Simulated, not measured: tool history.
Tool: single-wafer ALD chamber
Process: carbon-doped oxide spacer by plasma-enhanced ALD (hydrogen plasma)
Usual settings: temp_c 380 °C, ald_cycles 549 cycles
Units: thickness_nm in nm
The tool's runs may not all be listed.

run,day,temp_c,ald_cycles,"read-back reference wafer on the same gauge, thickness_nm",thickness_nm
1,0,380,549,24.498,26.298
2,0.492,380,549,24.505,26.567
3,1.096,380,549,24.508,26.473
4,1.675,380,549,24.506,26.392
5,2.138,391,573,24.506,27.605
6,2.462,391,573,24.499,27.493
7,2.846,391,573,24.514,27.665
8,3.438,380,577,24.503,27.835
9,3.825,380,577,24.512,27.723
10,4.271,388,549,24.513,26.426
11,5.017,371,609,24.502,29.221
# day 5.367: gauge calibrated
12,5.679,380,549,24.49,26.388
13,5.958,391,573,24.495,27.503
14,6.25,380,549,24.501,26.462
# day 7.054: thermocouple changed; heater temperature recalibrated
15,7.075,371,549,24.508,26.485
16,7.462,375,549,24.495,26.465
17,8.088,370,633,24.499,30.491
18,8.608,384,549,24.503,26.509
19,9.329,380,622,24.504,29.975

4 ways to go on from here, each from the tool as it stands after run 19. What would each give?
A,9.379,380,617,?,?
B,9.379,385,518,?,?
C,9.379,388,475,?,?
D,9.379,385,473,?,?

run,"read-back reference wafer on the same gauge, thickness_nm",thickness_nm
A,24.497,29.752
B,24.497,24.978
C,24.497,22.904
D,24.497,22.808
Without the tool's hidden state the same runs would have given:
run,thickness_nm
A,29.752
B,24.978
C,22.904
D,22.808
